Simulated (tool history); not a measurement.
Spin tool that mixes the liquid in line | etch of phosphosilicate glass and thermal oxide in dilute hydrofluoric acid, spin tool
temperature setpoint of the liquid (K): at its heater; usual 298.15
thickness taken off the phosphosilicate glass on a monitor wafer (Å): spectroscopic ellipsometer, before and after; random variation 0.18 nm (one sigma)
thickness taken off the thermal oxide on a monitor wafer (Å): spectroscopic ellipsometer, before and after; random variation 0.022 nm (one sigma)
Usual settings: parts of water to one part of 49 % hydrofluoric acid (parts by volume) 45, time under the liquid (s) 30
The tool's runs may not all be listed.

run,hour,temperature setpoint of the liquid (K),parts of water to one part of 49 % hydrofluoric acid (parts by volume),time under the liquid (s),wafers since the last listed run,hours since the thermometer was replaced,hours since the hydrofluoric acid flow meter was replaced,hours since the gauge calibration,"read-back film thickness of the phosphosilicate glass reference wafer, read on the same gauge (nm)","read-back film thickness of the thermal oxide reference wafer, read on the same gauge (nm)",thickness taken off the phosphosilicate glass on a monitor wafer (Å),thickness taken off the thermal oxide on a monitor wafer (Å)
1,0.0,295.65,45,20,0,245.9,1133.1,24.4,150.01,129.998,318.6,19.03
2,71.7,298.15,60,30,963,317.6,1204.8,96.1,149.98,130.004,388.8,23.23
3,114.8,298.15,60,30,579,360.7,1247.9,139.2,150.02,130.052,391.7,23.15
4,241.4,298.15,30,30,1701,487.3,1374.5,265.8,150.02,130.016,823.1,49.25
5,277.8,298.15,30,30,489,523.7,1410.9,302.2,150.01,129.994,819.0,48.71
6,378.9,297.15,45,30,1359,624.8,1512.0,403.3,149.99,129.994,517.1,31.05
7,461.7,298.15,45,30,1113,707.6,1594.8,486.1,149.95,129.980,540.2,32.55
8,553.3,298.15,45,15,1231,799.2,1686.4,577.7,150.00,129.994,270.7,16.23
9,619.5,297.15,40,30,889,865.4,1752.6,643.9,149.97,129.979,594.6,35.41
10,719.6,297.15,40,30,1345,965.5,1852.7,744.0,150.01,130.030,591.3,35.19
11,921.2,298.15,30,15,2710,1167.1,2054.3,945.6,150.01,129.987,425.3,25.26
12,1007.0,295.15,40,15,1153,1252.9,2140.1,1031.4,150.01,129.982,278.0,16.58
# hour 1037.4: hydrofluoric acid flow meter replaced
13,1110.8,293.65,65,40,1381,1356.7,73.4,1135.2,149.94,129.988,398.1,24.15
# hour 1112.4: thermometer replaced
14,1197.0,300.65,25,25,1145,84.6,159.6,1221.4,150.03,130.006,878.1,52.57
15,1294.2,298.15,45,30,1306,181.8,256.8,1318.6,150.05,130.007,515.6,30.88
# hour 1372.4: gauge calibrated
16,1380.4,296.15,35,40,1158,268.0,343.0,8.0,150.01,130.031,824.8,49.71
17,1482.1,298.15,45,20,1367,369.7,444.7,109.7,149.96,130.038,348.0,20.76
18,1553.9,298.15,35,15,965,441.5,516.5,181.5,149.96,130.052,341.4,20.23
19,1658.4,298.15,45,30,1404,546.0,621.0,286.0,149.95,129.983,525.5,31.40
20,1722.1,296.65,35,30,856,609.7,684.7,349.7,150.00,130.025,645.6,38.40

Forecast each of these 3 alternatives for the next run:
A,1722.5,296.15,45,30,5,610.1,685.1,350.1,?,?,?,?
B,1722.5,295.15,45,30,5,610.1,685.1,350.1,?,?,?,?
C,1722.5,298.15,40,30,5,610.1,685.1,350.1,?,?,?,?

run,"read-back film thickness of the phosphosilicate glass reference wafer, read on the same gauge (nm)","read-back film thickness of the thermal oxide reference wafer, read on the same gauge (nm)",thickness taken off the phosphosilicate glass on a monitor wafer (Å),thickness taken off the thermal oxide on a monitor wafer (Å)
A,150.01,129.976,485.6,29.11
B,150.01,129.976,465.8,27.92
C,150.01,129.976,597.3,35.80
Without the tool's hidden state the same runs would have given:
run,thickness taken off the phosphosilicate glass on a monitor wafer (Å),thickness taken off the thermal oxide on a monitor wafer (Å)
A,468.8,28.10
B,449.6,26.95
C,576.7,34.57
